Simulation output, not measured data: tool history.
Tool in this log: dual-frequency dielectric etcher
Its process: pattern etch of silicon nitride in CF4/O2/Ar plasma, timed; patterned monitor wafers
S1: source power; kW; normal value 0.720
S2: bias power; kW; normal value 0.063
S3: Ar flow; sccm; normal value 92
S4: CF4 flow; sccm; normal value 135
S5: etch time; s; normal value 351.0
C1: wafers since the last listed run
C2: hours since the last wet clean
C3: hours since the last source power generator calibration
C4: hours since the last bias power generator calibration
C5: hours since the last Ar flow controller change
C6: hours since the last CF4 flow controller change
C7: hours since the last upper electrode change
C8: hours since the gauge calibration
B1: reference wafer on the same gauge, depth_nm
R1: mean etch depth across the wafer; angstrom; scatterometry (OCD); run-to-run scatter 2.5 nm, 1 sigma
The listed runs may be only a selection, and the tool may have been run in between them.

run,hour,S1,S2,S3,S4,S5,C1,C2,C3,C4,C5,C6,C7,C8,B1,R1
1,0.0,0.660,0.063,92,135,351.0,0,98.4,1715.1,4549.7,2020.3,9.2,21.9,524.4,1239.3,9563
# hour 8.9: gauge calibrated
2,16.2,0.870,0.052,72,106,351.0,90,114.6,1731.3,4565.9,2036.5,25.4,38.1,7.3,1240.0,11288
3,24.6,0.720,0.073,92,115,351.0,46,123.0,1739.7,4574.3,2044.9,33.8,46.5,15.7,1240.3,10465
# hour 45.0: Ar flow controller replaced
# hour 48.9: source power generator calibrated
4,49.4,0.720,0.063,92,135,399.5,83,147.8,0.5,4599.1,4.4,58.6,71.3,40.5,1240.2,12113
5,49.8,0.620,0.063,92,135,281.0,2,148.2,0.9,4599.5,4.8,59.0,71.7,40.9,1240.4,7584
6,58.5,0.630,0.063,101,154,351.0,48,156.9,9.6,4608.2,13.5,67.7,80.4,49.6,1239.4,9629
7,72.4,0.720,0.063,92,119,405.5,77,170.8,23.5,4622.1,27.4,81.6,94.3,63.5,1240.3,12073
8,102.9,0.720,0.051,92,161,437.5,169,201.3,54.0,4652.6,57.9,112.1,124.8,94.0,1240.4,12803
9,109.2,0.720,0.063,92,135,351.0,35,207.6,60.3,4658.9,64.2,118.4,131.1,100.3,1239.8,10643
10,124.8,0.720,0.063,92,135,351.0,86,223.2,75.9,4674.5,79.8,134.0,146.7,115.9,1240.0,10651
# hour 131.5: bias power generator calibrated
11,135.2,0.720,0.063,92,135,351.0,35,233.6,86.3,3.7,90.2,144.4,157.1,126.3,1240.1,10679
12,165.5,0.720,0.063,92,160,271.5,168,263.9,116.6,34.0,120.5,174.7,187.4,156.6,1240.6,8444
13,176.9,0.830,0.063,92,126,351.0,63,275.3,128.0,45.4,131.9,186.1,198.8,168.0,1240.3,11882
14,191.5,0.720,0.063,85,116,419.5,81,289.9,142.6,60.0,146.5,200.7,213.4,182.6,1239.7,12660
15,205.6,0.570,0.063,106,102,291.5,78,304.0,156.7,74.1,160.6,214.8,227.5,196.7,1240.1,6876
16,218.3,0.840,0.063,92,135,261.0,70,316.7,169.4,86.8,173.3,227.5,240.2,209.4,1239.4,9042
17,233.3,0.880,0.063,92,135,351.0,83,331.7,184.4,101.8,188.3,242.5,255.2,224.4,1239.6,12632
18,242.8,0.720,0.063,112,135,351.0,52,341.2,193.9,111.3,197.8,252.0,264.7,233.9,1240.2,10472
19,256.0,0.720,0.055,92,135,351.0,73,354.4,207.1,124.5,211.0,265.2,277.9,247.1,1240.8,10343
20,269.8,0.830,0.063,92,135,351.0,76,368.2,220.9,138.3,224.8,279.0,291.7,260.9,1240.2,12077

Here are 5 independent what-if runs from the current tool condition. What would each one return?
A,270.3,0.720,0.063,92,135,351.0,2,368.7,221.4,138.8,225.3,279.5,292.2,261.4,?,?
B,270.3,0.850,0.054,92,155,267.5,2,368.7,221.4,138.8,225.3,279.5,292.2,261.4,?,?
C,270.3,0.570,0.063,92,109,351.0,2,368.7,221.4,138.8,225.3,279.5,292.2,261.4,?,?
D,270.3,0.720,0.050,74,122,315.5,2,368.7,221.4,138.8,225.3,279.5,292.2,261.4,?,?
E,270.3,0.720,0.075,92,135,351.0,2,368.7,221.4,138.8,225.3,279.5,292.2,261.4,?,?

run,B1,R1
A,1239.9,10706
B,1239.9,9129
C,1239.9,8564
D,1239.9,9127
E,1239.9,11282
Stripped of hidden state, with their random variation kept, the same runs would have yielded:
run,R1
A,10484
B,8941
C,8387
D,8938
E,11049

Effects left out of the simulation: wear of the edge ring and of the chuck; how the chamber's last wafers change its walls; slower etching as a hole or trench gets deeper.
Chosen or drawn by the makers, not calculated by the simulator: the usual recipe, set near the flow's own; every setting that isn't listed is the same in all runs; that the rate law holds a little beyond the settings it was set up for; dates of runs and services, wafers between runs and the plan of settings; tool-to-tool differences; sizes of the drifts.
